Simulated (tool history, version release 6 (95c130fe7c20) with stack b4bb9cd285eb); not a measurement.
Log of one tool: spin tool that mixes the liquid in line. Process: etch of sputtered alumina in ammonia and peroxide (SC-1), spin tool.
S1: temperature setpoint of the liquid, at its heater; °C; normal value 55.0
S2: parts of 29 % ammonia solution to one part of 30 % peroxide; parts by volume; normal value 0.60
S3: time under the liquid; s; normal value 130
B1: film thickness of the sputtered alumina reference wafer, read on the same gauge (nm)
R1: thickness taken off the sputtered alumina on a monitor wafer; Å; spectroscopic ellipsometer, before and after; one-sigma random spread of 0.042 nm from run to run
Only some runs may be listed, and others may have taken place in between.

run 1 day=0.000 | S1=55.0 S2=0.80 S3=130 | B1=89.99 | R1=144.1
run 2 day=1.062 | S1=55.0 S2=0.60 S3=130 | B1=90.04 | R1=140.4
run 3 day=2.446 | S1=55.0 S2=0.60 S3=130 | B1=89.98 | R1=140.4
run 4 day=2.996 | S1=55.0 S2=0.60 S3=130 | B1=90.04 | R1=140.0
run 5 day=4.004 | S1=55.0 S2=0.60 S3=130 | B1=90.01 | R1=141.0
run 6 day=4.608 | S1=55.0 S2=0.80 S3=70 | B1=89.99 | R1=77.4
run 7 day=5.879 | S1=55.0 S2=0.60 S3=95 | B1=89.98 | R1=103.1
run 8 day=6.912 | S1=55.0 S2=0.60 S3=95 | B1=89.95 | R1=102.6
run 9 day=7.842 | S1=47.5 S2=0.40 S3=180 | B1=90.03 | R1=124.0
run 10 day=8.462 | S1=62.5 S2=0.80 S3=195 | B1=90.04 | R1=318.9
run 11 day=9.688 | S1=47.5 S2=0.30 S3=195 | B1=89.97 | R1=130.5
run 12 day=10.462 | S1=48.5 S2=0.75 S3=130 | B1=90.02 | R1=100.8
run 13 day=11.554 | S1=49.5 S2=0.90 S3=80 | B1=90.03 | R1=66.8
run 14 day=12.225 | S1=55.0 S2=0.85 S3=60 | B1=90.03 | R1=66.9
run 15 day=13.538 | S1=55.0 S2=0.35 S3=50 | B1=90.00 | R1=51.3
run 16 day=14.379 | S1=55.0 S2=0.60 S3=130 | B1=89.98 | R1=141.0
run 17 day=15.129 | S1=55.0 S2=0.90 S3=205 | B1=89.95 | R1=230.2
run 18 day=15.783 | S1=55.0 S2=0.60 S3=130 | B1=90.01 | R1=140.4
run 19 day=16.712 | S1=47.5 S2=0.35 S3=60 | B1=90.02 | R1=40.8
run 20 day=17.708 | S1=58.5 S2=0.70 S3=130 | B1=89.99 | R1=170.9
run 21 day=18.812 | S1=55.0 S2=0.45 S3=130 | B1=90.01 | R1=136.3
run 22 day=19.429 | S1=47.0 S2=0.50 S3=50 | B1=90.02 | R1=34.2
run 23 day=20.683 | S1=55.0 S2=0.60 S3=130 | B1=89.96 | R1=140.8
run 24 day=21.379 | S1=55.0 S2=0.90 S3=130 | B1=90.00 | R1=145.9
run 25 day=22.275 | S1=55.0 S2=0.30 S3=190 | B1=89.99 | R1=192.8
run 26 day=23.446 | S1=55.0 S2=0.60 S3=50 | B1=90.04 | R1=54.0

Put back what was entered between runs (5 entries, withheld): which listed runs does each sit between, and how does the hidden state differ from the listed run before to the listed run after?
From run 4 to run 5: gauge calibrated (day 3.504)
  nothing in the hidden state changes from one run to the other
From run 6 to run 7: ammonia flow meter replaced (day 4.900); thermometer replaced (day 5.383)
  nothing in the hidden state changes from one run to the other
From run 12 to run 13: new drum of ammonia solution connected (day 11.338)
  nothing in the hidden state changes from one run to the other
From run 16 to run 17: heated supply line repaired (day 14.971)
  nothing in the hidden state changes from one run to the other

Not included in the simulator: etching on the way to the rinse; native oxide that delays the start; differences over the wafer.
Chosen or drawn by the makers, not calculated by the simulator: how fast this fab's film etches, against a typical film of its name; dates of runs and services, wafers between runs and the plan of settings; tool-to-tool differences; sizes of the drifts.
